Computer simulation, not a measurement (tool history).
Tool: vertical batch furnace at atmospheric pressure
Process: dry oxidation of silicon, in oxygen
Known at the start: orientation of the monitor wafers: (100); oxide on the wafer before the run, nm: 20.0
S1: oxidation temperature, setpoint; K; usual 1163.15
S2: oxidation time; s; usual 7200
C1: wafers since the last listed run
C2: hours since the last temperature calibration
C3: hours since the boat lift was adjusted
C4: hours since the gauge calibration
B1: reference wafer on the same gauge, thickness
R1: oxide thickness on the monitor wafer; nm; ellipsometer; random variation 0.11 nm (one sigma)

run,hour,S1,S2,C1,C2,C3,C4,B1,R1
1,0,1163.15,7200,0,3389,1272.2,286.6,35.56,34.02
2,68.9,1163.15,7200,649,3457.9,1341.1,355.5,35.65,33.68
3,115.4,1163.15,7200,438,3504.4,1387.6,402,35.6,33.75
4,185.9,1163.15,7200,664,3574.9,1458.1,472.5,35.59,33.82
5,256.8,1163.15,7200,668,3645.8,1529,543.4,35.59,33.95
6,292.3,1163.15,7200,334,3681.3,1564.5,578.9,35.58,33.7
7,326.8,1156.15,7200,325,3715.8,1599,613.4,35.63,32.3
8,388.6,1156.15,7200,582,3777.6,1660.8,675.2,35.6,32.37
# hour 439: boat lift adjusted
9,453.1,1163.15,7200,381,3842.1,14.1,739.7,35.62,33.53
10,505.1,1144.15,3930,490,3894.1,66.1,791.7,35.53,24.88
# hour 570.3: thermocouples replaced and temperature profile calibrated
11,575.2,1163.15,6090,434,4.9,136.2,861.8,35.6,30.98
# hour 621.9: boat lift adjusted, repeated, since the last time left the tool worse
12,622.4,1149.15,7200,218,52.1,0.5,909,35.58,31.39
13,661.9,1163.15,8490,372,91.6,40,948.5,35.59,36.86
# hour 671.9: gauge calibrated
14,719,1155.15,7200,538,148.7,97.1,47.1,35.64,32.44
15,787.6,1184.15,9750,646,217.3,165.7,115.7,35.6,46.11
16,853.4,1152.15,7200,620,283.1,231.5,181.5,35.65,32.08
17,892.3,1156.15,7200,366,322,270.4,220.4,35.62,32.64

Some steps in R1 between neighbouring runs. How much of each would the tool show without its hidden state too (settings, what came in, random variation), and how much is left for the hidden state, with any gauge scatter that isn't in both results?
The hidden state here: true tube temperature minus thermocouple reading, K; monitor wafer colder than the profiled boat position, K; gauge reads high (%).
Run 11 -> 12: S1 1163.15 -> 1149.15, S2 6090 -> 7200, boat lift adjusted, repeated, since the last time left the tool worse. R1 +0.41 nm: hidden state +0.94, all else -0.53.
Run 15 -> 16: S1 1184.15 -> 1152.15, S2 9750 -> 7200. R1 -14.03 nm: hidden state +0.12, all else -14.15.
